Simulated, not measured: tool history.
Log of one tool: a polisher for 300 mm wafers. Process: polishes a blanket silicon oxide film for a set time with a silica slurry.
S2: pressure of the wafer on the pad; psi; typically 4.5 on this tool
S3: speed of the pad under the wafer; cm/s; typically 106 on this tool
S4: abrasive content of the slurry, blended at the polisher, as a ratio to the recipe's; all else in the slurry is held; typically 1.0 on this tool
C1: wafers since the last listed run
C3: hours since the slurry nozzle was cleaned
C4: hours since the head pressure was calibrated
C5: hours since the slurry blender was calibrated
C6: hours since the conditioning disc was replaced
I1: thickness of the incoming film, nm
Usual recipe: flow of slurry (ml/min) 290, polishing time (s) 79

run 1 hour=0.0 | flow_of_slurry_(ml/min)=290 S2=4.5 S3=106 S4=1.0 polishing_time_(s)=79 | C1=0 wafers_polished_on_this_pad=1014 C3=32.3 C4=204.1 C5=174.7 C6=109.6 | I1=746.0 | film_removed_(Å)=2433
run 2 hour=14.0 | flow_of_slurry_(ml/min)=290 S2=4.5 S3=106 S4=1.0 polishing_time_(s)=79 | C1=74 wafers_polished_on_this_pad=1088 C3=46.3 C4=218.1 C5=188.7 C6=123.6 | I1=730.8 | film_removed_(Å)=2414
-- hour=29.4 conditioning disc replaced and pad reconditioned
-- hour=37.2 worn pad replaced by a new one
run 3 hour=37.7 | flow_of_slurry_(ml/min)=290 S2=4.5 S3=84 S4=1.0 polishing_time_(s)=79 | C1=93 wafers_polished_on_this_pad=2 C3=70.0 C4=241.8 C5=212.4 C6=8.3 | I1=745.4 | film_removed_(Å)=2007
run 4 hour=63.3 | flow_of_slurry_(ml/min)=290 S2=4.5 S3=84 S4=1.0 polishing_time_(s)=79 | C1=135 wafers_polished_on_this_pad=138 C3=95.6 C4=267.4 C5=238.0 C6=33.9 | I1=750.8 | film_removed_(Å)=1977
run 5 hour=98.4 | flow_of_slurry_(ml/min)=290 S2=4.5 S3=106 S4=1.0 polishing_time_(s)=79 | C1=185 wafers_polished_on_this_pad=323 C3=130.7 C4=302.5 C5=273.1 C6=69.0 | I1=750.4 | film_removed_(Å)=2376
run 6 hour=127.2 | flow_of_slurry_(ml/min)=360 S2=4.5 S3=106 S4=1.0 polishing_time_(s)=79 | C1=152 wafers_polished_on_this_pad=476 C3=159.5 C4=331.3 C5=301.9 C6=97.8 | I1=738.7 | film_removed_(Å)=2407
run 7 hour=141.5 | flow_of_slurry_(ml/min)=360 S2=4.5 S3=106 S4=1.0 polishing_time_(s)=79 | C1=75 wafers_polished_on_this_pad=551 C3=173.8 C4=345.6 C5=316.2 C6=112.1 | I1=740.4 | film_removed_(Å)=2402
run 8 hour=167.6 | flow_of_slurry_(ml/min)=360 S2=4.5 S3=106 S4=1.0 polishing_time_(s)=79 | C1=138 wafers_polished_on_this_pad=690 C3=199.9 C4=371.7 C5=342.3 C6=138.2 | I1=742.6 | film_removed_(Å)=2423
run 9 hour=184.5 | flow_of_slurry_(ml/min)=290 S2=4.5 S3=106 S4=1.0 polishing_time_(s)=79 | C1=89 wafers_polished_on_this_pad=779 C3=216.8 C4=388.6 C5=359.2 C6=155.1 | I1=740.3 | film_removed_(Å)=2365
-- hour=188.8 conditioning disc replaced and pad reconditioned
run 10 hour=208.5 | flow_of_slurry_(ml/min)=290 S2=4.5 S3=106 S4=1.0 polishing_time_(s)=79 | C1=116 wafers_polished_on_this_pad=895 C3=240.8 C4=412.6 C5=383.2 C6=19.7 | I1=741.4 | film_removed_(Å)=2364
-- hour=219.0 head pressure recalibrated
run 11 hour=236.2 | flow_of_slurry_(ml/min)=290 S2=4.5 S3=106 S4=1.0 polishing_time_(s)=72 | C1=135 wafers_polished_on_this_pad=1031 C3=268.5 C4=17.2 C5=410.9 C6=47.4 | I1=737.3 | film_removed_(Å)=2123
-- hour=268.0 worn pad replaced by a new one
run 12 hour=271.9 | flow_of_slurry_(ml/min)=290 S2=3.7 S3=106 S4=0.9 polishing_time_(s)=66 | C1=167 wafers_polished_on_this_pad=20 C3=304.2 C4=52.9 C5=446.6 C6=83.1 | I1=740.2 | film_removed_(Å)=1522
run 13 hour=293.9 | flow_of_slurry_(ml/min)=290 S2=4.5 S3=106 S4=0.7 polishing_time_(s)=105 | C1=116 wafers_polished_on_this_pad=137 C3=326.2 C4=74.9 C5=468.6 C6=105.1 | I1=741.0 | film_removed_(Å)=2581
run 14 hour=312.6 | flow_of_slurry_(ml/min)=290 S2=5.3 S3=106 S4=0.9 polishing_time_(s)=79 | C1=98 wafers_polished_on_this_pad=236 C3=344.9 C4=93.6 C5=487.3 C6=123.8 | I1=740.6 | film_removed_(Å)=2594
-- hour=317.2 conditioning disc replaced and pad reconditioned
-- hour=330.0 slurry blender recalibrated
run 15 hour=330.5 | flow_of_slurry_(ml/min)=290 S2=4.5 S3=106 S4=1.0 polishing_time_(s)=79 | C1=73 wafers_polished_on_this_pad=309 C3=362.8 C4=111.5 C5=0.5 C6=13.3 | I1=742.0 | film_removed_(Å)=2415
run 16 hour=360.4 | flow_of_slurry_(ml/min)=320 S2=3.1 S3=144 S4=1.0 polishing_time_(s)=79 | C1=158 wafers_polished_on_this_pad=467 C3=392.7 C4=141.4 C5=30.4 C6=43.2 | I1=741.7 | film_removed_(Å)=2124
-- hour=367.1 slurry nozzle cleaned
run 17 hour=384.3 | flow_of_slurry_(ml/min)=290 S2=4.5 S3=106 S4=1.0 polishing_time_(s)=79 | C1=121 wafers_polished_on_this_pad=588 C3=17.2 C4=165.3 C5=54.3 C6=67.1 | I1=742.5 | film_removed_(Å)=2408
run 18 hour=408.7 | flow_of_slurry_(ml/min)=290 S2=4.5 S3=106 S4=1.0 polishing_time_(s)=79 | C1=129 wafers_polished_on_this_pad=718 C3=41.6 C4=189.7 C5=78.7 C6=91.5 | I1=744.5 | film_removed_(Å)=2396
run 19 hour=440.4 | flow_of_slurry_(ml/min)=290 S2=4.5 S3=106 S4=1.0 polishing_time_(s)=79 | C1=167 wafers_polished_on_this_pad=885 C3=73.3 C4=221.4 C5=110.4 C6=123.2 | I1=725.5 | film_removed_(Å)=2356
-- hour=449.9 conditioning disc replaced and pad reconditioned
run 20 hour=465.7 | flow_of_slurry_(ml/min)=385 S2=5.5 S3=106 S4=1.1 polishing_time_(s)=61 | C1=123 wafers_polished_on_this_pad=1009 C3=98.6 C4=246.7 C5=135.7 C6=15.8 | I1=750.7 | film_removed_(Å)=2395
run 21 hour=499.1 | flow_of_slurry_(ml/min)=290 S2=3.3 S3=116 S4=1.0 polishing_time_(s)=79 | C1=176 wafers_polished_on_this_pad=1185 C3=132.0 C4=280.1 C5=169.1 C6=49.2 | I1=732.3 | film_removed_(Å)=1868

Predict each of these 5 candidate next runs independently; none follows another, all start after run 21:
run A hour=499.5 | flow_of_slurry_(ml/min)=290 S2=3.2 S3=106 S4=1.0 polishing_time_(s)=79 | C1=2 wafers_polished_on_this_pad=1187 C3=132.4 C4=280.5 C5=169.5 C6=49.6 | I1=739.7 | film_removed_(Å)=?
run B hour=499.5 | flow_of_slurry_(ml/min)=290 S2=4.5 S3=106 S4=1.0 polishing_time_(s)=101 | C1=2 wafers_polished_on_this_pad=1187 C3=132.4 C4=280.5 C5=169.5 C6=49.6 | I1=739.7 | film_removed_(Å)=?
run C hour=499.5 | flow_of_slurry_(ml/min)=290 S2=4.5 S3=120 S4=1.0 polishing_time_(s)=102 | C1=2 wafers_polished_on_this_pad=1187 C3=132.4 C4=280.5 C5=169.5 C6=49.6 | I1=739.7 | film_removed_(Å)=?
run D hour=499.5 | flow_of_slurry_(ml/min)=205 S2=3.3 S3=106 S4=1.3 polishing_time_(s)=79 | C1=2 wafers_polished_on_this_pad=1187 C3=132.4 C4=280.5 C5=169.5 C6=49.6 | I1=739.7 | film_removed_(Å)=?
run E hour=499.5 | flow_of_slurry_(ml/min)=335 S2=4.5 S3=128 S4=1.0 polishing_time_(s)=79 | C1=2 wafers_polished_on_this_pad=1187 C3=132.4 C4=280.5 C5=169.5 C6=49.6 | I1=739.7 | film_removed_(Å)=?

run=A film_removed_(Å)=1696
run=B film_removed_(Å)=3048
run=C film_removed_(Å)=3400
run=D film_removed_(Å)=1898
run=E film_removed_(Å)=2801
Without the tool's hidden state the same runs would have given:
run=A film_removed_(Å)=1718
run=B film_removed_(Å)=3089
run=C film_removed_(Å)=3445
run=D film_removed_(Å)=1919
run=E film_removed_(Å)=2838
